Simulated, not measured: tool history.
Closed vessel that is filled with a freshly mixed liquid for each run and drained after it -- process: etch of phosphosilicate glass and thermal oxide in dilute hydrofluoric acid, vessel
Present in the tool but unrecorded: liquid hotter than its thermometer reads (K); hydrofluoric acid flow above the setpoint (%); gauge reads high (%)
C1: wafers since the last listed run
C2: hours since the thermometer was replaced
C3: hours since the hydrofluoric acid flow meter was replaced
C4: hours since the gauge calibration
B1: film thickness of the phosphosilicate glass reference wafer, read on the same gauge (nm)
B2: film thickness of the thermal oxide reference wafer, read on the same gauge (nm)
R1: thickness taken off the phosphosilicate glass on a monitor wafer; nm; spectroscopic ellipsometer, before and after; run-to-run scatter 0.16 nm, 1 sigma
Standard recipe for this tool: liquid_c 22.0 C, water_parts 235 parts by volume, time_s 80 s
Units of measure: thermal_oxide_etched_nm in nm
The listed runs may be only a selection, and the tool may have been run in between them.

{"run": 1, "hour": 0.0, "liquid_c": 22.0, "water_parts": 235, "time_s": 80, "C1": 0, "C2": 2201.1, "C3": 1333.7, "C4": 366.9, "B1": 120.05, "B2": 79.944, "R1": 18.3, "thermal_oxide_etched_nm": 1.565}
{"run": 2, "hour": 9.3, "liquid_c": 22.0, "water_parts": 235, "time_s": 80, "C1": 1151, "C2": 2210.4, "C3": 1343.0, "C4": 376.2, "B1": 119.98, "B2": 79.999, "R1": 18.52, "thermal_oxide_etched_nm": 1.539}
{"run": 3, "hour": 24.3, "liquid_c": 22.0, "water_parts": 260, "time_s": 80, "C1": 1856, "C2": 2225.4, "C3": 1358.0, "C4": 391.2, "B1": 119.99, "B2": 80.024, "R1": 16.02, "thermal_oxide_etched_nm": 1.362}
{"run": 4, "hour": 31.1, "liquid_c": 22.0, "water_parts": 180, "time_s": 120, "C1": 841, "C2": 2232.2, "C3": 1364.8, "C4": 398.0, "B1": 119.98, "B2": 80.003, "R1": 38.02, "thermal_oxide_etched_nm": 3.187}
{"hour": 42.4, "done": "gauge calibrated"}
{"run": 5, "hour": 42.6, "liquid_c": 22.0, "water_parts": 180, "time_s": 120, "C1": 1423, "C2": 2243.7, "C3": 1376.3, "C4": 0.2, "B1": 119.97, "B2": 79.99, "R1": 38.7, "thermal_oxide_etched_nm": 3.194}
{"hour": 57.6, "done": "thermometer replaced"}
{"run": 6, "hour": 60.5, "liquid_c": 22.0, "water_parts": 235, "time_s": 80, "C1": 2092, "C2": 2.9, "C3": 1394.2, "C4": 18.1, "B1": 120.02, "B2": 79.963, "R1": 18.24, "thermal_oxide_etched_nm": 1.541}
{"run": 7, "hour": 68.7, "liquid_c": 22.0, "water_parts": 235, "time_s": 80, "C1": 1015, "C2": 11.1, "C3": 1402.4, "C4": 26.3, "B1": 119.95, "B2": 80.021, "R1": 18.3, "thermal_oxide_etched_nm": 1.532}
{"run": 8, "hour": 79.9, "liquid_c": 22.0, "water_parts": 235, "time_s": 80, "C1": 1386, "C2": 22.3, "C3": 1413.6, "C4": 37.5, "B1": 119.99, "B2": 79.994, "R1": 18.43, "thermal_oxide_etched_nm": 1.571}
{"run": 9, "hour": 97.7, "liquid_c": 22.0, "water_parts": 350, "time_s": 80, "C1": 2203, "C2": 40.1, "C3": 1431.4, "C4": 55.3, "B1": 119.96, "B2": 80.014, "R1": 11.07, "thermal_oxide_etched_nm": 0.917}
{"run": 10, "hour": 115.2, "liquid_c": 22.0, "water_parts": 235, "time_s": 80, "C1": 2166, "C2": 57.6, "C3": 1448.9, "C4": 72.8, "B1": 120.06, "B2": 80.058, "R1": 18.35, "thermal_oxide_etched_nm": 1.531}
{"hour": 116.6, "done": "hydrofluoric acid flow meter replaced"}
{"run": 11, "hour": 130.5, "liquid_c": 26.0, "water_parts": 335, "time_s": 120, "C1": 1770, "C2": 72.9, "C3": 13.9, "C4": 88.1, "B1": 119.96, "B2": 79.951, "R1": 22.23, "thermal_oxide_etched_nm": 1.861}
{"run": 12, "hour": 139.8, "liquid_c": 17.5, "water_parts": 175, "time_s": 120, "C1": 1151, "C2": 82.2, "C3": 23.2, "C4": 97.4, "B1": 119.96, "B2": 79.986, "R1": 35.12, "thermal_oxide_etched_nm": 2.87}
{"run": 13, "hour": 157.3, "liquid_c": 22.0, "water_parts": 235, "time_s": 80, "C1": 2166, "C2": 99.7, "C3": 40.7, "C4": 114.9, "B1": 119.98, "B2": 79.963, "R1": 19.61, "thermal_oxide_etched_nm": 1.689}
{"run": 14, "hour": 164.1, "liquid_c": 19.0, "water_parts": 120, "time_s": 115, "C1": 841, "C2": 106.5, "C3": 47.5, "C4": 121.7, "B1": 120.0, "B2": 80.034, "R1": 55.26, "thermal_oxide_etched_nm": 4.725}
{"run": 15, "hour": 215.8, "liquid_c": 26.0, "water_parts": 160, "time_s": 80, "C1": 6400, "C2": 158.2, "C3": 99.2, "C4": 173.4, "B1": 119.99, "B2": 79.988, "R1": 36.96, "thermal_oxide_etched_nm": 3.111}
{"run": 16, "hour": 225.5, "liquid_c": 22.0, "water_parts": 235, "time_s": 80, "C1": 1200, "C2": 167.9, "C3": 108.9, "C4": 183.1, "B1": 120.01, "B2": 79.991, "R1": 19.9, "thermal_oxide_etched_nm": 1.686}
{"hour": 226.6, "done": "hydrofluoric acid flow meter replaced, repeated, since the last time left the tool worse"}
{"run": 17, "hour": 241.4, "liquid_c": 19.0, "water_parts": 280, "time_s": 45, "C1": 1844, "C2": 183.8, "C3": 14.8, "C4": 199.0, "B1": 119.95, "B2": 79.994, "R1": 6.99, "thermal_oxide_etched_nm": 0.553}
{"run": 18, "hour": 253.7, "liquid_c": 22.0, "water_parts": 145, "time_s": 80, "C1": 1522, "C2": 196.1, "C3": 27.1, "C4": 211.3, "B1": 119.98, "B2": 80.007, "R1": 29.94, "thermal_oxide_etched_nm": 2.473}
{"run": 19, "hour": 269.4, "liquid_c": 22.0, "water_parts": 235, "time_s": 120, "C1": 1943, "C2": 211.8, "C3": 42.8, "C4": 227.0, "B1": 120.05, "B2": 79.975, "R1": 25.47, "thermal_oxide_etched_nm": 2.14}
{"run": 20, "hour": 286.7, "liquid_c": 19.0, "water_parts": 195, "time_s": 45, "C1": 2141, "C2": 229.1, "C3": 60.1, "C4": 244.3, "B1": 120.02, "B2": 80.026, "R1": 10.54, "thermal_oxide_etched_nm": 0.898}

What does the tool deliver on the next run?
{"run": 21, "hour": 299.0, "liquid_c": 26.5, "water_parts": 150, "time_s": 50, "C1": 1522, "C2": 241.4, "C3": 72.4, "C4": 256.6, "B1": "?", "B2": "?", "R1": "?", "thermal_oxide_etched_nm": "?"}

For run 21 the tool returned B1 120.05, B2 79.995, R1 21.82 nm, thermal_oxide_etched_nm 1.810 nm.
With no hidden state in the tool, this same run would have given R1 21.58 nm, thermal_oxide_etched_nm 1.791 nm.
